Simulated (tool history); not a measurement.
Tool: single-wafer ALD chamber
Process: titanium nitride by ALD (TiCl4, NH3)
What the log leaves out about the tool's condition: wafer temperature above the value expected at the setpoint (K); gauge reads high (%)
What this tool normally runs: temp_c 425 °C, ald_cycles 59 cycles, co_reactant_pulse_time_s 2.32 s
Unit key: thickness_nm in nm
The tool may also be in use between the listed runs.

run,hour,temp_c,ald_cycles,co_reactant_pulse_time_s,wafers since the last listed run,hours since the last thermocouple change,hours since the showerhead was replaced,hours since the gauge calibration,"read-back reference wafer on the same gauge, thickness_nm",thickness_nm
1,0,425,59,2.32,0,1472.8,5694.6,1121.9,1.242,1.389
2,97,425,59,2.32,385,1569.8,5791.6,1218.9,1.245,1.39
3,137.1,425,59,2.32,159,1609.9,5831.7,1259,1.245,1.381
4,244.2,425,59,2.32,425,1717,5938.8,1366.1,1.245,1.392
5,319.5,425,59,2.32,299,1792.3,6014.1,1441.4,1.246,1.397
6,363.1,425,59,2.32,173,1835.9,6057.7,1485,1.246,1.39
# hour 374.8: gauge calibrated
7,417,425,50,2.64,214,1889.8,6111.6,42.2,1.206,1.154
8,477.7,425,59,2.32,241,1950.5,6172.3,102.9,1.212,1.356
9,530.2,425,59,2.32,208,2003,6224.8,155.4,1.216,1.356
10,589.3,425,59,2.32,234,2062.1,6283.9,214.5,1.219,1.361
11,662,425,59,2.32,289,2134.8,6356.6,287.2,1.223,1.37
12,723.1,425,59,2.32,242,2195.9,6417.7,348.3,1.226,1.367
13,806.9,425,59,2.32,333,2279.7,6501.5,432.1,1.228,1.375
14,882.8,425,59,2.32,301,2355.6,6577.4,508,1.232,1.375
15,919.5,425,59,2.32,145,2392.3,6614.1,544.7,1.233,1.374
16,1018.9,425,59,2.32,395,2491.7,6713.5,644.1,1.236,1.378
# hour 1040.9: showerhead replaced
17,1113.9,425,59,2.32,345,2586.7,73,739.1,1.237,1.385
18,1153.6,425,59,2.32,157,2626.4,112.7,778.8,1.24,1.391
19,1234.9,425,59,2.32,323,2707.7,194,860.1,1.24,1.391
20,1284.7,425,50,3.01,197,2757.5,243.8,909.9,1.24,1.183
21,1349.6,413,65,1.89,257,2822.4,308.7,974.8,1.242,1.508
22,1401.4,411,59,1.93,205,2874.2,360.5,1026.6,1.243,1.369
23,1458.3,416,59,2.32,226,2931.1,417.4,1083.5,1.243,1.393
# hour 1471.8: thermocouple changed; heater temperature recalibrated
24,1500.6,425,54,2.32,136,28.8,459.7,1125.8,1.243,1.278
25,1537.8,425,59,3.19,147,66,496.9,1163,1.244,1.402
26,1645.1,421,51,1.55,426,173.3,604.2,1270.3,1.244,1.181
27,1731,425,59,2.32,341,259.2,690.1,1356.2,1.245,1.391
28,1769.1,430,52,1.94,151,297.3,728.2,1394.3,1.245,1.213
29,1826.2,425,59,2.7,226,354.4,785.3,1451.4,1.246,1.403
# hour 1918.8: gauge calibrated
30,1924.2,430,49,1.45,389,452.4,883.3,5.4,1.199,1.095
31,1965.9,425,68,2.32,165,494.1,925,47.1,1.202,1.553
32,2007.6,436,59,2.32,165,535.8,966.7,88.8,1.206,1.349
33,2084.7,411,59,1.93,306,612.9,1043.8,165.9,1.211,1.336
34,2158.5,434,59,2.32,293,686.7,1117.6,239.7,1.217,1.362
35,2255.3,425,68,2.84,384,783.5,1214.4,336.5,1.222,1.583
36,2335.6,417,69,2.81,319,863.8,1294.7,416.8,1.225,1.605
37,2439.4,410,63,1.88,412,967.6,1398.5,520.6,1.23,1.445
38,2478.1,425,59,2.32,153,1006.3,1437.2,559.3,1.23,1.367
39,2574.4,432,56,2.32,382,1102.6,1533.5,655.6,1.233,1.303

List, for all runs, the conditions of the tool that the log does not record:
wafer temperature above the value expected at the setpoint (K): 0 on each run
H1: gauge reads high (%)
run,H1
1,3.61
2,3.67
3,3.7
4,3.75
5,3.78
6,3.8
7,0.551
8,0.959
9,1.27
10,1.59
11,1.92
12,2.17
13,2.46
14,2.68
15,2.78
16,3
17,3.18
18,3.24
19,3.36
20,3.42
21,3.49
22,3.54
23,3.59
24,3.62
25,3.65
26,3.72
27,3.76
28,3.78
29,3.8
30,-0.0482
31,0.26
32,0.543
33,1
34,1.38
35,1.8
36,2.08
37,2.39
38,2.49
39,2.7

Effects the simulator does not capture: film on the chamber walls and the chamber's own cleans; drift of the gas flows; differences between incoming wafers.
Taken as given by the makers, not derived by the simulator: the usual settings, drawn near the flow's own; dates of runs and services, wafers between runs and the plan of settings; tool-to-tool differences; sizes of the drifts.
